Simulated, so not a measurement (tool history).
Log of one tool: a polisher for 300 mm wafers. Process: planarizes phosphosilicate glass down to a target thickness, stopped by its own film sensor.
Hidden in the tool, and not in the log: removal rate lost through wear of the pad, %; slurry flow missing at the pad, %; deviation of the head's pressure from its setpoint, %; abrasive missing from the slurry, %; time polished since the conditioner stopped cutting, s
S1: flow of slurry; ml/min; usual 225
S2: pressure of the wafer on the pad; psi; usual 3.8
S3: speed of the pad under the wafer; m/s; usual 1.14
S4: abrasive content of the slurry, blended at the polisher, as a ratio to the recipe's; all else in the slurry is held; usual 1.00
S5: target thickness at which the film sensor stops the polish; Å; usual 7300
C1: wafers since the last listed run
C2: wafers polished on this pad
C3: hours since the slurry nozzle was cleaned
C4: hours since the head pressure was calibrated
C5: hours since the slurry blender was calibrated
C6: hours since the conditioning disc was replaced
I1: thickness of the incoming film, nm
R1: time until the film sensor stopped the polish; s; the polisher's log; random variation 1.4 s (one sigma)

run    hour   S1   S2    S3    S4    S5    C1    C2     C3     C4     C5     C6      I1     R1
  1     0.0  245  3.8  1.14  1.00  7300     0   975  402.0  732.7   80.6  398.6  1838.1  101.0
       45.0  -- head pressure recalibrated
  2    62.8  225  3.8  1.14  0.90  7300   483  1459  464.8   17.8  143.4  461.4  1842.3  112.3
       79.5  -- conditioning disc replaced and pad reconditioned
  3   121.6  225  3.8  1.14  0.90  7300   451  1910  523.6   76.6  202.2   42.1  1815.2  110.4
  4   151.0  225  2.9  0.88  1.00  7300   233  2144  553.0  106.0  231.6   71.5  1829.5  156.3
      212.9  -- worn pad replaced by a new one
  5   213.4  225  3.8  1.14  1.00  7300   464     3  615.4  168.4  294.0  133.9  1841.5  103.0
  6   245.4  225  3.8  1.14  1.00  7300   254   258  647.4  200.4  326.0  165.9  1815.5  101.0
  7   287.9  225  3.8  1.14  1.00  7300   337   595  689.9  242.9  368.5  208.4  1845.4  103.5
      366.5  -- slurry nozzle cleaned
      413.1  -- slurry blender recalibrated
      474.4  -- worn pad replaced by a new one
  8   492.4  225  3.8  1.14  1.00  7300  1570   143  125.9  447.4   79.3  412.9  1812.2   99.7
      536.8  -- conditioning disc replaced and pad reconditioned
  9   558.4  225  3.8  1.14  1.00  7300   508   652  191.9  513.4  145.3   21.6  1807.9  101.3
 10   614.0  225  3.8  1.14  1.00  7300   442  1094  247.5  569.0  200.9   77.2  1838.5  102.7
 11   684.9  280  3.8  1.06  1.00  7300   563  1657  318.4  639.9  271.8  148.1  1833.0  106.5
      711.3  -- head pressure recalibrated
 12   748.8  225  3.8  1.28  1.30  7300   492  2149  382.3   37.5  335.7  212.0  1835.8   79.5
      785.7  -- worn pad replaced by a new one
 13   805.4  250  3.8  0.90  1.00  3790   418   156  438.9   94.1  392.3  268.6  1855.1  158.5
 14   842.5  225  3.8  1.14  0.85  4490   294   451  476.0  131.2  429.4  305.7  1830.7  148.6
 15   906.2  225  3.8  1.14  1.00  7300   506   957  539.7  194.9  493.1  369.4  1836.3  103.3
      959.3  -- slurry nozzle cleaned
      959.6  -- slurry blender recalibrated
 16   970.6  280  3.8  1.06  1.00  7300   501  1459   11.3  259.3   11.0  433.8  1804.9  105.4
      979.9  -- conditioning disc replaced and pad reconditioned
 17  1004.3  225  3.8  1.14  1.00  7300   252  1711   45.0  293.0   44.7   24.4  1812.6  100.5
     1041.6  -- worn pad replaced by a new one
 18  1069.9  250  3.8  0.90  1.00  3790   489   225  110.6  358.6  110.3   90.0  1825.1  154.6

Forecast run 19:
 19  1139.9  225  2.8  1.14  1.25  7300  556  781  180.6  428.6  180.3  160.0  1860.0   ?

R1: 122.0 s
Without the tool's hidden state the same run would have given R1 122.0 s.

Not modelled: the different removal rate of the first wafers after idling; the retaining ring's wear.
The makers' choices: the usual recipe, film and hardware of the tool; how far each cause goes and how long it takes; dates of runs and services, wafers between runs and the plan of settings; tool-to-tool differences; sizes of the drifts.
